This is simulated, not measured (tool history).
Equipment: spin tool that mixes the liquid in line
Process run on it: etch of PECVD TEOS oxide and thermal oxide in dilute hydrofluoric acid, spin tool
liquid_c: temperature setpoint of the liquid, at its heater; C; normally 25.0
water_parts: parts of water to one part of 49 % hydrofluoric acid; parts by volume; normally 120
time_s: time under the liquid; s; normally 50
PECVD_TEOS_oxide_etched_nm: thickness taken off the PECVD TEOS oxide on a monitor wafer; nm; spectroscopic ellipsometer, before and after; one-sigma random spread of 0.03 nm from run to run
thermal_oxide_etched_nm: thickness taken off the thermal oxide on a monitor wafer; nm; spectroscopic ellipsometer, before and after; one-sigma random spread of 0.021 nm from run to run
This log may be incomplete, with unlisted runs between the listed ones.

| run | hour | liquid_c | water_parts | time_s | wafers since the last listed run | hours since the thermometer was replaced | hours since the hydrofluoric acid flow meter was replaced | hours since the gauge calibration | read-back film thickness of the PECVD TEOS oxide reference wafer, read on the same gauge (nm) | read-back film thickness of the thermal oxide reference wafer, read on the same gauge (nm) | PECVD_TEOS_oxide_etched_nm | thermal_oxide_etched_nm |
|---|---|---|---|---|---|---|---|---|---|---|---|---|
| 1 | 0.0 | 25.0 | 120 | 50 | 0 | 1118.4 | 217.0 | 719.9 | 50.02 | 49.950 | 6.80 | 1.874 |
| 2 | 45.1 | 25.0 | 120 | 50 | 673 | 1163.5 | 262.1 | 765.0 | 50.02 | 50.006 | 6.74 | 1.875 |
| 3 | 107.3 | 25.0 | 120 | 50 | 928 | 1225.7 | 324.3 | 827.2 | 49.99 | 50.028 | 6.80 | 1.904 |
| 4 | 169.0 | 25.0 | 120 | 50 | 921 | 1287.4 | 386.0 | 888.9 | 50.00 | 50.004 | 6.83 | 1.900 |
| 5 | 218.6 | 25.0 | 120 | 50 | 740 | 1337.0 | 435.6 | 938.5 | 50.00 | 50.007 | 6.81 | 1.917 |
|  | 235.9 | thermometer replaced |
| 6 | 255.4 | 25.0 | 120 | 50 | 534 | 19.5 | 472.4 | 975.3 | 49.99 | 49.987 | 6.82 | 1.912 |
| 7 | 347.6 | 25.0 | 120 | 50 | 1376 | 111.7 | 564.6 | 1067.5 | 50.02 | 49.972 | 6.80 | 1.893 |
| 8 | 423.9 | 25.0 | 120 | 50 | 1138 | 188.0 | 640.9 | 1143.8 | 50.01 | 49.975 | 6.82 | 1.907 |
| 9 | 491.3 | 25.0 | 90 | 50 | 1006 | 255.4 | 708.3 | 1211.2 | 50.00 | 49.990 | 9.40 | 2.599 |
| 10 | 582.2 | 25.0 | 85 | 50 | 1356 | 346.3 | 799.2 | 1302.1 | 49.99 | 50.000 | 9.99 | 2.841 |
| 11 | 652.4 | 25.0 | 85 | 50 | 1047 | 416.5 | 869.4 | 1372.3 | 50.01 | 50.039 | 10.07 | 2.766 |
|  | 723.4 | gauge calibrated |
| 12 | 728.4 | 25.0 | 120 | 50 | 1134 | 492.5 | 945.4 | 5.0 | 49.99 | 49.989 | 6.79 | 1.889 |
| 13 | 835.9 | 21.0 | 120 | 70 | 1604 | 600.0 | 1052.9 | 112.5 | 49.99 | 50.024 | 8.15 | 2.297 |
| 14 | 911.9 | 25.0 | 120 | 50 | 1134 | 676.0 | 1128.9 | 188.5 | 49.97 | 49.995 | 6.82 | 1.919 |
| 15 | 1038.4 | 25.0 | 120 | 50 | 1888 | 802.5 | 1255.4 | 315.0 | 49.99 | 49.973 | 6.80 | 1.944 |
| 16 | 1096.9 | 21.5 | 120 | 50 | 873 | 861.0 | 1313.9 | 373.5 | 50.00 | 50.029 | 5.92 | 1.635 |
| 17 | 1157.9 | 25.0 | 120 | 30 | 910 | 922.0 | 1374.9 | 434.5 | 50.01 | 49.992 | 4.12 | 1.160 |
|  | 1433.8 | hydrofluoric acid flow meter replaced |
| 18 | 1478.6 | 25.0 | 120 | 50 | 4772 | 1242.7 | 44.8 | 755.2 | 50.00 | 50.029 | 6.77 | 1.929 |
|  | 1480.0 | thermometer replaced |
| 19 | 1516.9 | 23.5 | 80 | 50 | 556 | 36.9 | 83.1 | 793.5 | 50.03 | 50.015 | 10.16 | 2.800 |
| 20 | 1622.4 | 28.5 | 120 | 50 | 1574 | 142.4 | 188.6 | 899.0 | 50.00 | 49.972 | 7.73 | 2.148 |
| 21 | 1722.8 | 27.5 | 105 | 60 | 1498 | 242.8 | 289.0 | 999.4 | 50.00 | 50.005 | 10.46 | 2.873 |
| 22 | 1787.7 | 22.0 | 165 | 50 | 968 | 307.7 | 353.9 | 1064.3 | 50.00 | 49.997 | 4.17 | 1.171 |
| 23 | 1879.3 | 28.0 | 60 | 50 | 1367 | 399.3 | 445.5 | 1155.9 | 50.02 | 50.015 | 16.59 | 4.642 |
| 24 | 1924.7 | 27.0 | 120 | 50 | 677 | 444.7 | 490.9 | 1201.3 | 50.01 | 49.993 | 7.33 | 2.052 |
| 25 | 2022.4 | 20.5 | 80 | 60 | 1458 | 542.4 | 588.6 | 1299.0 | 50.00 | 49.961 | 10.68 | 2.997 |
| 26 | 2068.2 | 22.5 | 120 | 50 | 683 | 588.2 | 634.4 | 1344.8 | 49.99 | 49.979 | 6.17 | 1.733 |

Below are 4 alternative next runs, each starting from the tool's condition after run 26. Predict each:
| A | 2068.6 | 25.0 | 120 | 50 | 5 | 588.6 | 634.8 | 1345.2 | ? | ? | ? | ? |
| B | 2068.6 | 21.5 | 90 | 25 | 5 | 588.6 | 634.8 | 1345.2 | ? | ? | ? | ? |
| C | 2068.6 | 25.0 | 120 | 25 | 5 | 588.6 | 634.8 | 1345.2 | ? | ? | ? | ? |
| D | 2068.6 | 23.5 | 95 | 50 | 5 | 588.6 | 634.8 | 1345.2 | ? | ? | ? | ? |

| run | read-back film thickness of the PECVD TEOS oxide reference wafer, read on the same gauge (nm) | read-back film thickness of the thermal oxide reference wafer, read on the same gauge (nm) | PECVD_TEOS_oxide_etched_nm | thermal_oxide_etched_nm |
|---|---|---|---|---|
| A | 50.01 | 50.008 | 6.81 | 1.910 |
| B | 50.01 | 50.008 | 4.09 | 1.148 |
| C | 50.01 | 50.008 | 3.40 | 0.955 |
| D | 50.01 | 50.008 | 8.36 | 2.345 |
With no hidden state in the tool, these same runs would have given:
| run | PECVD_TEOS_oxide_etched_nm | thermal_oxide_etched_nm |
|---|---|---|
| A | 6.81 | 1.910 |
| B | 4.09 | 1.148 |
| C | 3.40 | 0.955 |
| D | 8.36 | 2.345 |
